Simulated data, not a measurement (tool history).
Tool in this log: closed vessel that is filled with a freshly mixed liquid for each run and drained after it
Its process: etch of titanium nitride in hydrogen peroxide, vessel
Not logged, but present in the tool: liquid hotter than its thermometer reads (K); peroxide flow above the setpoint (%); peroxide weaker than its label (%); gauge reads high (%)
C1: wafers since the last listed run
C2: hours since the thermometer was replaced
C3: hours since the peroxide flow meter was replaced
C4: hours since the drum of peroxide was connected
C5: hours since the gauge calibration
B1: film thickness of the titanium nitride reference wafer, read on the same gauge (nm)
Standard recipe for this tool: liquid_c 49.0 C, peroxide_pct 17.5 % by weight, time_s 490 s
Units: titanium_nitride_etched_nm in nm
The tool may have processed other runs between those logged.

Run 1, hour 0.0: usual settings but peroxide_pct 16.0 % by weight; C1 0; C2 2684.3; C3 1629.8; C4 75.4; C5 153.3; B1 89.98. Result: titanium_nitride_etched_nm 40.74 nm.
Run 2, hour 28.6: usual settings but peroxide_pct 16.0 % by weight, time_s 580 s; C1 1653; C2 2712.9; C3 1658.4; C4 104.0; C5 181.9; B1 90.01. Result: titanium_nitride_etched_nm 48.11 nm.
Run 3, hour 58.3: usual settings but peroxide_pct 16.0 % by weight, time_s 580 s; C1 1716; C2 2742.6; C3 1688.1; C4 133.7; C5 211.6; B1 89.97. Result: titanium_nitride_etched_nm 48.16 nm.
Run 4, hour 88.8: usual settings; C1 1763; C2 2773.1; C3 1718.6; C4 164.2; C5 242.1; B1 90.00. Result: titanium_nitride_etched_nm 41.37 nm.
Run 5, hour 120.2: usual settings; C1 1815; C2 2804.5; C3 1750.0; C4 195.6; C5 273.5; B1 89.99. Result: titanium_nitride_etched_nm 41.26 nm.
Run 6, hour 132.7: usual settings but liquid_c 44.5 C, peroxide_pct 15.5 % by weight; C1 722; C2 2817.0; C3 1762.5; C4 208.1; C5 286.0; B1 89.98. Result: titanium_nitride_etched_nm 29.16 nm.
Run 7, hour 147.8: usual settings but liquid_c 44.5 C, peroxide_pct 15.5 % by weight; C1 872; C2 2832.1; C3 1777.6; C4 223.2; C5 301.1; B1 89.99. Result: titanium_nitride_etched_nm 29.10 nm.
Run 8, hour 161.9: usual settings but liquid_c 44.5 C, peroxide_pct 15.5 % by weight; C1 815; C2 2846.2; C3 1791.7; C4 237.3; C5 315.2; B1 89.98. Result: titanium_nitride_etched_nm 29.09 nm.
Run 9, hour 194.3: usual settings; C1 1873; C2 2878.6; C3 1824.1; C4 269.7; C5 347.6; B1 90.03. Result: titanium_nitride_etched_nm 41.52 nm.
At hour 257.2: peroxide flow meter replaced.
At hour 263.6: gauge calibrated.
At hour 264.6: new drum of peroxide connected.
Run 10, hour 288.9: usual settings; C1 5353; C2 2973.2; C3 31.7; C4 24.3; C5 25.3; B1 89.99. Result: titanium_nitride_etched_nm 42.18 nm.
Run 11, hour 321.8: usual settings but time_s 620 s; C1 1901; C2 3006.1; C3 64.6; C4 57.2; C5 58.2; B1 90.02. Result: titanium_nitride_etched_nm 53.61 nm.
Run 12, hour 349.1: usual settings; C1 1578; C2 3033.4; C3 91.9; C4 84.5; C5 85.5; B1 90.02. Result: titanium_nitride_etched_nm 42.15 nm.
Run 13, hour 374.0: usual settings but peroxide_pct 14.5 % by weight, time_s 685 s; C1 1439; C2 3058.3; C3 116.8; C4 109.4; C5 110.4; B1 89.97. Result: titanium_nitride_etched_nm 56.86 nm.
Run 14, hour 391.1: usual settings; C1 988; C2 3075.4; C3 133.9; C4 126.5; C5 127.5; B1 90.00. Result: titanium_nitride_etched_nm 42.38 nm.
Run 15, hour 410.7: usual settings but peroxide_pct 21.5 % by weight, time_s 775 s; C1 1133; C2 3095.0; C3 153.5; C4 146.1; C5 147.1; B1 89.98. Result: titanium_nitride_etched_nm 69.42 nm.
Run 16, hour 431.3: usual settings; C1 1190; C2 3115.6; C3 174.1; C4 166.7; C5 167.7; B1 90.05. Result: titanium_nitride_etched_nm 42.34 nm.
At hour 436.7: thermometer replaced.
Run 17, hour 450.9: usual settings but peroxide_pct 14.0 % by weight; C1 1075; C2 14.2; C3 193.7; C4 186.3; C5 187.3; B1 89.99. Result: titanium_nitride_etched_nm 32.88 nm.
Run 18, hour 465.4: usual settings but peroxide_pct 21.5 % by weight, time_s 225 s; C1 838; C2 28.7; C3 208.2; C4 200.8; C5 201.8; B1 90.03. Result: titanium_nitride_etched_nm 16.53 nm.
Run 19, hour 485.6: usual settings but time_s 745 s; C1 1167; C2 48.9; C3 228.4; C4 221.0; C5 222.0; B1 89.98. Result: titanium_nitride_etched_nm 52.13 nm.
Run 20, hour 510.3: usual settings but peroxide_pct 19.5 % by weight, time_s 255 s; C1 1427; C2 73.6; C3 253.1; C4 245.7; C5 246.7; B1 90.06. Result: titanium_nitride_etched_nm 18.36 nm.
Run 21, hour 545.5: usual settings but liquid_c 54.0 C, peroxide_pct 21.5 % by weight, time_s 335 s; C1 2034; C2 108.8; C3 288.3; C4 280.9; C5 281.9; B1 89.96. Result: titanium_nitride_etched_nm 35.36 nm.
Run 22, hour 564.8: usual settings but liquid_c 43.5 C, time_s 775 s; C1 1115; C2 128.1; C3 307.6; C4 300.2; C5 301.2; B1 90.02. Result: titanium_nitride_etched_nm 36.30 nm.

Below are 5 alternative next runs, each starting from the tool's condition after run 22. Predict each:
Run A, hour 565.6: usual settings but liquid_c 40.5 C; C1 46; C2 128.9; C3 308.4; C4 301.0; C5 302.0; B1 ?. Result: titanium_nitride_etched_nm ?.
Run B, hour 565.6: usual settings but liquid_c 55.0 C, peroxide_pct 19.0 % by weight, time_s 565 s; C1 46; C2 128.9; C3 308.4; C4 301.0; C5 302.0; B1 ?. Result: titanium_nitride_etched_nm ?.
Run C, hour 565.6: usual settings but liquid_c 55.5 C; C1 46; C2 128.9; C3 308.4; C4 301.0; C5 302.0; B1 ?. Result: titanium_nitride_etched_nm ?.
Run D, hour 565.6: usual settings but liquid_c 42.0 C, peroxide_pct 13.5 % by weight, time_s 675 s; C1 46; C2 128.9; C3 308.4; C4 301.0; C5 302.0; B1 ?. Result: titanium_nitride_etched_nm ?.
Run E, hour 565.6: usual settings but liquid_c 52.5 C, peroxide_pct 19.0 % by weight, time_s 625 s; C1 46; C2 128.9; C3 308.4; C4 301.0; C5 302.0; B1 ?. Result: titanium_nitride_etched_nm ?.

run     B1  titanium_nitride_etched_nm
  A  90.03                       18.33
  B  90.03                       62.03
  C  90.03                       54.75
  D  90.03                       26.79
  E  90.03                       57.55
With no hidden state in the tool, these same runs would have given:
run  titanium_nitride_etched_nm
  A                       17.97
  B                       61.03
  C                       53.86
  D                       26.28
  E                       56.59
